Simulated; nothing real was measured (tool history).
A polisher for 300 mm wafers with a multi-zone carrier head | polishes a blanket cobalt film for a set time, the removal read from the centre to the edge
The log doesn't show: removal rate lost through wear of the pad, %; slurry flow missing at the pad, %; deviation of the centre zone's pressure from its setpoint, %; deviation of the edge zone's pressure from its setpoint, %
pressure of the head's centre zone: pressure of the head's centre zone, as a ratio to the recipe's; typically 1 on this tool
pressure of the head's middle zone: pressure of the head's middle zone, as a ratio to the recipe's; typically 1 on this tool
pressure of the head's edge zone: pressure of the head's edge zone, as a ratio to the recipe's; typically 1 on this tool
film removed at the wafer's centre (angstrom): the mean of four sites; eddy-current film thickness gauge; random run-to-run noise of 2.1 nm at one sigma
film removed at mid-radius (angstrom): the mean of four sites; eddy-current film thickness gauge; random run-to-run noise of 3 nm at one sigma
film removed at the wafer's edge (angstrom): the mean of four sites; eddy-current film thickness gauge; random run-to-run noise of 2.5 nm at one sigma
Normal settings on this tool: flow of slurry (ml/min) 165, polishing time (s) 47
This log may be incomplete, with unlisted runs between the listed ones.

run	day	flow of slurry (ml/min)	pressure of the head's centre zone	pressure of the head's middle zone	pressure of the head's edge zone	polishing time (s)	wafers since the last listed run	wafers polished on this pad	hours since the slurry nozzle was cleaned	hours since the centre zone pressure was calibrated	hours since the edge zone pressure was calibrated	hours since the carrier head's membrane was replaced	incoming thickness of the incoming film, nm	film removed at the wafer's centre (angstrom)	film removed at mid-radius (angstrom)	film removed at the wafer's edge (angstrom)
1	0	165	1	1	1	47	0	4229	380.4	31	298.3	221.7	1587.2	2526	2528	2739
2	2.525	165	1	1.11	1	47	644	4873	441	91.6	358.9	282.3	1598.6	2540	2798	2713
3	5.738	105	1	1.08	1.09	47	820	5694	518.1	168.7	436	359.4	1582.6	2126	2377	2508
# day 8.483: worn pad replaced by a new one
4	9.383	130	1	1	1	47	888	229	605.6	256.2	523.5	446.9	1590	2233	2405	2508
# day 9.617: slurry nozzle cleaned
5	12.908	165	1	1	1.08	47	889	1119	79	340.8	608.1	531.5	1595.4	2528	2641	2845
# day 13.379: edge zone pressure recalibrated
6	16.233	165	1	1	1.12	53	827	1947	158.8	420.6	68.5	611.3	1568.8	2865	2949	3260
# day 17.158: carrier head's membrane replaced by a new one
7	18.096	125	0.9	1	0.94	56	422	2369	203.5	465.3	113.2	22.5	1598.6	2459	2861	3017
8	21.446	165	1	1	1	47	855	3225	283.9	545.7	193.6	102.9	1585.3	2479	2591	2697
9	25.512	165	1.07	1.09	1.1	34	1038	4263	381.5	643.3	291.2	200.5	1573.3	1871	1996	2032
10	28.425	165	1.08	1.04	0.95	38	743	5007	451.4	713.2	361.1	270.4	1579.3	2057	2143	2125
11	31.483	165	1	1.06	0.92	36	780	5788	524.8	786.6	434.5	343.8	1573.5	1809	2045	1969
# day 32.275: centre zone pressure recalibrated
12	35.838	185	1	1	1	47	1090	6878	629.3	85.5	539	448.3	1582	2509	2539	2657
# day 37.196: worn pad replaced by a new one
# day 37.562: slurry nozzle cleaned
13	37.775	165	1	0.95	1	37	441	137	5.1	132	585.5	494.8	1559.7	2066	2033	2186
14	39.35	130	1	1	0.89	40	402	539	42.9	169.8	623.3	532.6	1583.5	2096	2171	2174

For run 15, what comes out?
# day 40.862: edge zone pressure recalibrated
15	41.175	165	1	1.06	1	47	444	984	86.7	213.6	7.5	576.4	1554.5	?	?	?

{"run 15": {"film removed at the wafer's centre (angstrom)": 2658, "film removed at mid-radius (angstrom)": 2844, "film removed at the wafer's edge (angstrom)": 2719}}
With the hidden condition absent and the run-to-run variation left alone, this run would have shown film removed at the wafer's centre (angstrom) 2714, film removed at mid-radius (angstrom) 2874, film removed at the wafer's edge (angstrom) 2740.

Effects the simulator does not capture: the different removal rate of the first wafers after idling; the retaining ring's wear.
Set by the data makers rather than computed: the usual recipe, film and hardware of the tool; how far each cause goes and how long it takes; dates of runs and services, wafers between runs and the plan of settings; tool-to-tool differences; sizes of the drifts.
